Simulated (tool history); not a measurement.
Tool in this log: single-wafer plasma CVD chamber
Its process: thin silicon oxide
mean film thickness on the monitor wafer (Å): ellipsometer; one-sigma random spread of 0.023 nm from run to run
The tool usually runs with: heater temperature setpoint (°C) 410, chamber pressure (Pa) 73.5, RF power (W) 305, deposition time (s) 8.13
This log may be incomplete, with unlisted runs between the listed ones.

run,hour,heater temperature setpoint (°C),chamber pressure (Pa),RF power (W),deposition time (s),wafers since the last listed run,hours since the last thermocouple change,hours since the last RF generator calibration,hours since the last manometer calibration,hours since the showerhead was replaced,hours since the gauge calibration,"read-back reference wafer on the same gauge, thickness_nm",mean film thickness on the monitor wafer (Å)
1,0,410,65.5,345,8.13,0,231.1,195.9,2937.8,296.6,1075.8,9.922,93.2
2,57.7,410,65.5,345,8.13,2178,288.8,253.6,2995.5,354.3,1133.5,9.921,92.83
3,98.3,410,65.5,345,8.13,1533,329.4,294.2,3036.1,394.9,1174.1,9.913,92.46
# hour 178.3: capacitance manometer re-zeroed and calibrated
4,233.1,410,73.5,255,8.13,4788,464.2,429,54.8,529.7,1308.9,9.92,83.12
5,294.3,410,73.5,305,8.13,2311,525.4,490.2,116,590.9,1370.1,9.918,95.83
6,353.4,420,73.5,245,6.84,2231,584.5,549.3,175.1,650,1429.2,9.921,66.56
# hour 378.1: gauge calibrated
7,413.3,410,73.5,305,9.16,2261,644.4,609.2,235,709.9,35.2,9.918,107.66
8,447.9,401,73.5,305,8.13,1306,679,643.8,269.6,744.5,69.8,9.922,95.93
9,490.1,410,81.5,305,8.79,1593,721.2,686,311.8,786.7,112,9.922,112.48
10,530.5,410,73.5,305,8.87,1525,761.6,726.4,352.2,827.1,152.4,9.916,104.71
11,578.8,410,73.5,305,8.13,1823,809.9,774.7,400.5,875.4,200.7,9.917,95.7
12,605.8,410,65.2,325,8.13,1019,836.9,801.7,427.5,902.4,227.7,9.92,91.13
13,652.1,410,82.7,305,8.13,1748,883.2,848,473.8,948.7,274,9.924,104.31
14,702.9,410,73.5,305,8.13,1918,934,898.8,524.6,999.5,324.8,9.92,95.5
15,770.3,410,73.5,305,8.13,2545,1001.4,966.2,592,1066.9,392.2,9.923,95.52
16,822.6,425,73.5,305,6.73,1974,1053.7,1018.5,644.3,1119.2,444.5,9.916,78.34
17,879.3,410,73.5,305,8.13,2141,1110.4,1075.2,701,1175.9,501.2,9.923,95.1
18,923.9,421,91.5,305,9.29,1684,1155,1119.8,745.6,1220.5,545.8,9.918,128.33
19,965.2,402,62.3,245,8.93,1559,1196.3,1161.1,786.9,1261.8,587.1,9.923,76.9
20,1020.1,401,73.5,365,8.13,2073,1251.2,1216,841.8,1316.7,642,9.925,106.86
21,1072.1,410,73.5,305,8.13,1963,1303.2,1268,893.8,1368.7,694,9.922,95.05
22,1117.9,405,78.8,335,8.13,1729,1349,1313.8,939.6,1414.5,739.8,9.916,106.51
# hour 1156.5: RF generator calibrated
23,1185.7,410,73.5,255,8.13,2258,1416.8,29.2,1007.4,1482.3,807.6,9.918,83.18
24,1217.2,402,59.2,305,7.55,1189,1448.3,60.7,1038.9,1513.8,839.1,9.92,76.43
25,1256,410,80,305,6.73,1465,1487.1,99.5,1077.7,1552.6,877.9,9.922,85.17
26,1282.9,414,82.5,250,9.06,1015,1514,126.4,1104.6,1579.5,904.8,9.921,99.03
27,1325.2,410,73.5,305,8.13,1597,1556.3,168.7,1146.9,1621.8,947.1,9.916,95.83
28,1385.7,410,73.5,305,8.13,2284,1616.8,229.2,1207.4,1682.3,1007.6,9.924,96.11

Branching from run 28: 5 alternative next runs. What would each branch give?
A,1386.1,410,73.5,305,9.73,15,1617.2,229.6,1207.8,1682.7,1008,?,?
B,1386.1,425,85.9,335,8.58,15,1617.2,229.6,1207.8,1682.7,1008,?,?
C,1386.1,401,78.4,280,9.47,15,1617.2,229.6,1207.8,1682.7,1008,?,?
D,1386.1,419,73.5,305,8.81,15,1617.2,229.6,1207.8,1682.7,1008,?,?
E,1386.1,400,57.1,305,7.5,15,1617.2,229.6,1207.8,1682.7,1008,?,?

run,"read-back reference wafer on the same gauge, thickness_nm",mean film thickness on the monitor wafer (Å)
A,9.924,114.68
B,9.924,120.18
C,9.924,110.66
D,9.924,103.33
E,9.924,73.85
With no hidden state in the tool, these same runs would have given:
run,mean film thickness on the monitor wafer (Å)
A,115.12
B,120.65
C,111.13
D,103.73
E,74.14
